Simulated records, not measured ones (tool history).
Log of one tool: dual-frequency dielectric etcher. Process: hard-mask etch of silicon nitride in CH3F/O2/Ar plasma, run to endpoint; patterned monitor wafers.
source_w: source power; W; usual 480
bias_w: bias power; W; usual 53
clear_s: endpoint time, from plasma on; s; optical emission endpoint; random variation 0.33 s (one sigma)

run,hour,source_w,bias_w,wafers since the last listed run,hours since the last wet clean,hours since the last source power generator calibration,hours since the last bias power generator calibration,hours since the last upper electrode change,"incoming incoming film thickness, nm",clear_s
1,0.0,480,53,0,360.2,2084.3,2005.4,2827.2,29.78,40.1
2,13.7,480,53,129,373.9,2098.0,2019.1,2840.9,29.77,40.0
3,23.4,480,53,91,383.6,2107.7,2028.8,2850.6,29.98,40.6
4,35.1,480,53,110,395.3,2119.4,2040.5,2862.3,29.66,39.0
5,46.6,480,47,108,406.8,2130.9,2052.0,2873.8,30.11,41.2
6,64.1,480,47,165,424.3,2148.4,2069.5,2891.3,29.69,40.7
7,78.1,480,47,132,438.3,2162.4,2083.5,2905.3,29.71,41.0
8,86.1,480,53,75,446.3,2170.4,2091.5,2913.3,29.84,38.9
# hour 114.8: wet clean of the chamber
9,115.3,480,53,49,0.5,2199.6,2120.7,2942.5,29.60,40.2
10,115.7,480,53,3,0.9,2200.0,2121.1,2942.9,29.70,40.3
11,121.3,480,53,53,6.5,2205.6,2126.7,2948.5,29.60,40.3
12,132.4,480,53,105,17.6,2216.7,2137.8,2959.6,29.86,40.7
13,143.1,480,53,101,28.3,2227.4,2148.5,2970.3,29.79,40.6
14,157.7,480,53,138,42.9,2242.0,2163.1,2984.9,29.60,40.3
15,172.7,480,53,142,57.9,2257.0,2178.1,2999.9,29.88,40.9
16,187.7,520,63,142,72.9,2272.0,2193.1,3014.9,29.80,36.6
17,201.4,440,42,129,86.6,2285.7,2206.8,3028.6,29.86,44.7
18,218.0,480,43,157,103.2,2302.3,2223.4,3045.2,29.73,43.1
# hour 228.9: bias power generator calibrated
# hour 239.4: source power generator calibrated
19,259.0,510,57,312,144.2,19.6,30.1,3086.2,29.54,37.7
# hour 285.9: upper electrode replaced
20,286.4,480,53,32,171.6,47.0,57.5,0.5,29.55,39.5
21,290.8,380,46,41,176.0,51.4,61.9,4.9,29.79,45.7
22,300.6,590,53,92,185.8,61.2,71.7,14.7,29.90,36.6
23,309.5,480,61,84,194.7,70.1,80.6,23.6,29.98,37.9
24,323.7,480,53,134,208.9,84.3,94.8,37.8,29.89,40.1
25,331.8,520,57,76,217.0,92.4,102.9,45.9,29.96,37.7
26,342.4,430,59,100,227.6,103.0,113.5,56.5,29.88,40.2
27,356.4,580,46,132,241.6,117.0,127.5,70.5,29.59,38.3

Run 28 comes next. What will it give?
28,365.3,480,50,84,250.5,125.9,136.4,79.4,29.79,?

Run 28 gave clear_s 40.1 s.
Without the tool's hidden state the same run would have given clear_s 41.7 s.
